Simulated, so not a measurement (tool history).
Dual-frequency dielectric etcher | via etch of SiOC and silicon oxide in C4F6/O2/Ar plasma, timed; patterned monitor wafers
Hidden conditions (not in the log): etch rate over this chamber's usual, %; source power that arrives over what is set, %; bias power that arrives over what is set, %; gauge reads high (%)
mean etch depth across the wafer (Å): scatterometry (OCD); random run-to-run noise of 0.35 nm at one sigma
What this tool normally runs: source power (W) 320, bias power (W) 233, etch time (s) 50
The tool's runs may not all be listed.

| run | hour | source power (W) | bias power (W) | etch time (s) | wafers since the last listed run | hours since the last wet clean | hours since the last source power generator calibration | hours since the last bias power generator calibration | hours since the last upper electrode change | hours since the gauge calibration | read-back reference wafer on the same gauge, depth_nm | mean etch depth across the wafer (Å) |
|---|---|---|---|---|---|---|---|---|---|---|---|---|
| 1 | 0 | 320 | 233 | 50 | 0 | 264.2 | 3879.9 | 1136 | 3054 | 119.5 | 50.4 | 541 |
| 2 | 56.8 | 320 | 233 | 50 | 717 | 321 | 3936.7 | 1192.8 | 3110.8 | 176.3 | 50.2 | 548 |
| 3 | 112.7 | 320 | 233 | 50 | 706 | 376.9 | 3992.6 | 1248.7 | 3166.7 | 232.2 | 50 | 539 |
| 4 | 154.2 | 320 | 193 | 50 | 524 | 418.4 | 4034.1 | 1290.2 | 3208.2 | 273.7 | 49.9 | 488 |
|  | 235.6 | wet clean of the chamber |
| 5 | 236.1 | 320 | 193 | 50 | 731 | 0.5 | 4116 | 1372.1 | 3290.1 | 355.6 | 49.8 | 484 |
| 6 | 280.1 | 280 | 233 | 50 | 556 | 44.5 | 4160 | 1416.1 | 3334.1 | 399.6 | 49.7 | 513 |
| 7 | 348.2 | 280 | 233 | 50 | 860 | 112.6 | 4228.1 | 1484.2 | 3402.2 | 467.7 | 49.7 | 510 |
| 8 | 395.3 | 320 | 233 | 50 | 595 | 159.7 | 4275.2 | 1531.3 | 3449.3 | 514.8 | 49.8 | 538 |
|  | 461 | source power generator calibrated |
| 9 | 461.5 | 270 | 277 | 50 | 786 | 225.9 | 0.5 | 1597.5 | 3515.5 | 581 | 49.6 | 543 |
| 10 | 481.9 | 270 | 277 | 50 | 257 | 246.3 | 20.9 | 1617.9 | 3535.9 | 601.4 | 49.5 | 546 |
|  | 511.9 | gauge calibrated |
|  | 519.5 | upper electrode replaced |
| 11 | 548.1 | 320 | 197 | 50 | 533 | 312.5 | 87.1 | 1684.1 | 28.6 | 36.2 | 51.1 | 506 |
| 12 | 586.4 | 280 | 188 | 50 | 484 | 350.8 | 125.4 | 1722.4 | 66.9 | 74.5 | 50.8 | 459 |
| 13 | 625.8 | 320 | 195 | 56.5 | 497 | 390.2 | 164.8 | 1761.8 | 106.3 | 113.9 | 50.6 | 566 |
| 14 | 687.6 | 320 | 216 | 35.5 | 781 | 452 | 226.6 | 1823.6 | 168.1 | 175.7 | 50.4 | 375 |
|  | 717.3 | bias power generator calibrated |
|  | 729.1 | wet clean of the chamber |
| 15 | 738 | 320 | 283 | 50 | 437 | 8.9 | 277 | 20.7 | 218.5 | 226.1 | 50.2 | 599 |
| 16 | 780.8 | 290 | 277 | 60 | 540 | 51.7 | 319.8 | 63.5 | 261.3 | 268.9 | 50.2 | 684 |
| 17 | 834.7 | 400 | 233 | 41 | 681 | 105.6 | 373.7 | 117.4 | 315.2 | 322.8 | 50.1 | 487 |
| 18 | 886 | 320 | 233 | 50 | 648 | 156.9 | 425 | 168.7 | 366.5 | 374.1 | 50 | 545 |
| 19 | 949.2 | 320 | 233 | 50 | 798 | 220.1 | 488.2 | 231.9 | 429.7 | 437.3 | 50 | 544 |
| 20 | 998.7 | 360 | 216 | 35.5 | 625 | 269.6 | 537.7 | 281.4 | 479.2 | 486.8 | 49.8 | 382 |

What was the tool's hidden state at every run in the log?
etch rate over this chamber's usual, %: 0, the same for each run
source power that arrives over what is set, %: 0, the same for each run
bias power that arrives over what is set, %: 0, the same for each run
H1: gauge reads high (%)
| run | H1 |
|---|---|
| 1 | -1.36 |
| 2 | -1.73 |
| 3 | -2 |
| 4 | -2.17 |
| 5 | -2.41 |
| 6 | -2.51 |
| 7 | -2.62 |
| 8 | -2.68 |
| 9 | -2.75 |
| 10 | -2.77 |
| 11 | -0.0555 |
| 12 | -0.43 |
| 13 | -0.753 |
| 14 | -1.15 |
| 15 | -1.41 |
| 16 | -1.58 |
| 17 | -1.75 |
| 18 | -1.88 |
| 19 | -2 |
| 20 | -2.08 |
